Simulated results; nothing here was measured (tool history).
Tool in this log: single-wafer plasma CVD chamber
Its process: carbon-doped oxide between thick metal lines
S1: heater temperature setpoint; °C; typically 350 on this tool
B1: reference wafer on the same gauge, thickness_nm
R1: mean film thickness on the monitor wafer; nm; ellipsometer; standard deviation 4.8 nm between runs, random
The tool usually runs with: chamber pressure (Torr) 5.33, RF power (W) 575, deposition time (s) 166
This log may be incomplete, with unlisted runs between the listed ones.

{"run": 1, "hour": 0.0, "S1": 350, "chamber pressure (Torr)": 5.33, "RF power (W)": 575, "deposition time (s)": 150, "B1": 1121.127, "R1": 896.482}
{"run": 2, "hour": 71.5, "S1": 350, "chamber pressure (Torr)": 5.33, "RF power (W)": 575, "deposition time (s)": 150, "B1": 1119.93, "R1": 885.772}
{"run": 3, "hour": 129.1, "S1": 350, "chamber pressure (Torr)": 5.33, "RF power (W)": 575, "deposition time (s)": 150, "B1": 1119.218, "R1": 892.567}
{"run": 4, "hour": 192.1, "S1": 350, "chamber pressure (Torr)": 5.33, "RF power (W)": 575, "deposition time (s)": 166, "B1": 1122.761, "R1": 985.955}
{"run": 5, "hour": 240.9, "S1": 350, "chamber pressure (Torr)": 5.33, "RF power (W)": 575, "deposition time (s)": 166, "B1": 1118.515, "R1": 977.449}
{"run": 6, "hour": 298.0, "S1": 350, "chamber pressure (Torr)": 5.33, "RF power (W)": 575, "deposition time (s)": 166, "B1": 1119.68, "R1": 975.67}
{"run": 7, "hour": 335.1, "S1": 350, "chamber pressure (Torr)": 5.33, "RF power (W)": 575, "deposition time (s)": 166, "B1": 1121.093, "R1": 974.896}
{"run": 8, "hour": 378.0, "S1": 350, "chamber pressure (Torr)": 5.33, "RF power (W)": 575, "deposition time (s)": 166, "B1": 1120.131, "R1": 979.886}
{"hour": 414.2, "done": "showerhead replaced"}
{"run": 9, "hour": 564.1, "S1": 350, "chamber pressure (Torr)": 5.33, "RF power (W)": 575, "deposition time (s)": 166, "B1": 1117.911, "R1": 975}
{"run": 10, "hour": 626.3, "S1": 350, "chamber pressure (Torr)": 5.33, "RF power (W)": 575, "deposition time (s)": 166, "B1": 1120.12, "R1": 966.988}
{"run": 11, "hour": 663.4, "S1": 350, "chamber pressure (Torr)": 5.33, "RF power (W)": 575, "deposition time (s)": 166, "B1": 1119.897, "R1": 970.724}
{"hour": 707.6, "done": "gauge calibrated"}
{"run": 12, "hour": 719.1, "S1": 350, "chamber pressure (Torr)": 5.33, "RF power (W)": 575, "deposition time (s)": 166, "B1": 1120.326, "R1": 967.613}
{"hour": 757.2, "done": "thermocouple changed; heater temperature recalibrated"}
{"run": 13, "hour": 757.7, "S1": 350, "chamber pressure (Torr)": 5.33, "RF power (W)": 575, "deposition time (s)": 193, "B1": 1120.124, "R1": 1134.161}
{"run": 14, "hour": 788.4, "S1": 350, "chamber pressure (Torr)": 6.3, "RF power (W)": 505, "deposition time (s)": 145, "B1": 1118.688, "R1": 801.237}
{"run": 15, "hour": 837.2, "S1": 336, "chamber pressure (Torr)": 5.33, "RF power (W)": 575, "deposition time (s)": 166, "B1": 1122.421, "R1": 1009.873}
{"hour": 868.3, "done": "RF generator calibrated"}
{"hour": 898.7, "done": "capacitance manometer re-zeroed and calibrated"}
{"run": 16, "hour": 908.6, "S1": 359, "chamber pressure (Torr)": 5.33, "RF power (W)": 575, "deposition time (s)": 166, "B1": 1120.806, "R1": 990.934}
{"run": 17, "hour": 939.9, "S1": 350, "chamber pressure (Torr)": 5.33, "RF power (W)": 575, "deposition time (s)": 166, "B1": 1120.442, "R1": 1010.268}
{"run": 18, "hour": 988.4, "S1": 346, "chamber pressure (Torr)": 4.02, "RF power (W)": 690, "deposition time (s)": 183, "B1": 1119.91, "R1": 1209.376}
{"run": 19, "hour": 1049.8, "S1": 350, "chamber pressure (Torr)": 5.33, "RF power (W)": 575, "deposition time (s)": 148, "B1": 1122.895, "R1": 901.233}
{"run": 20, "hour": 1099.0, "S1": 356, "chamber pressure (Torr)": 6.15, "RF power (W)": 575, "deposition time (s)": 146, "B1": 1120.97, "R1": 891.739}
{"run": 21, "hour": 1135.9, "S1": 357, "chamber pressure (Torr)": 5.33, "RF power (W)": 575, "deposition time (s)": 176, "B1": 1119.251, "R1": 1043.792}
{"run": 22, "hour": 1198.3, "S1": 356, "chamber pressure (Torr)": 5.33, "RF power (W)": 575, "deposition time (s)": 166, "B1": 1120.919, "R1": 994.571}
{"run": 23, "hour": 1229.6, "S1": 350, "chamber pressure (Torr)": 5.33, "RF power (W)": 575, "deposition time (s)": 157, "B1": 1121.432, "R1": 964.811}

Each row is a separate what-if for the run after 23, all from the same tool condition, not one after another. Results?
{"run": "A", "hour": 1230.0, "S1": 350, "chamber pressure (Torr)": 5.33, "RF power (W)": 575, "deposition time (s)": 166, "B1": "?", "R1": "?"}
{"run": "B", "hour": 1230.0, "S1": 340, "chamber pressure (Torr)": 4.11, "RF power (W)": 520, "deposition time (s)": 166, "B1": "?", "R1": "?"}
{"run": "C", "hour": 1230.0, "S1": 361, "chamber pressure (Torr)": 5.98, "RF power (W)": 510, "deposition time (s)": 134, "B1": "?", "R1": "?"}
{"run": "D", "hour": 1230.0, "S1": 350, "chamber pressure (Torr)": 5.87, "RF power (W)": 490, "deposition time (s)": 190, "B1": "?", "R1": "?"}
{"run": "E", "hour": 1230.0, "S1": 350, "chamber pressure (Torr)": 5.33, "RF power (W)": 645, "deposition time (s)": 134, "B1": "?", "R1": "?"}

run=A B1=1121.747 R1=1009.164
run=B B1=1121.747 R1=948.498
run=C B1=1121.747 R1=748.716
run=D B1=1121.747 R1=1065.351
run=E B1=1121.747 R1=869.709
What these runs would have given with no unlogged condition in the tool:
run=A R1=1018.99
run=B R1=958.03
run=C R1=756.24
run=D R1=1076.293
run=E R1=878.177

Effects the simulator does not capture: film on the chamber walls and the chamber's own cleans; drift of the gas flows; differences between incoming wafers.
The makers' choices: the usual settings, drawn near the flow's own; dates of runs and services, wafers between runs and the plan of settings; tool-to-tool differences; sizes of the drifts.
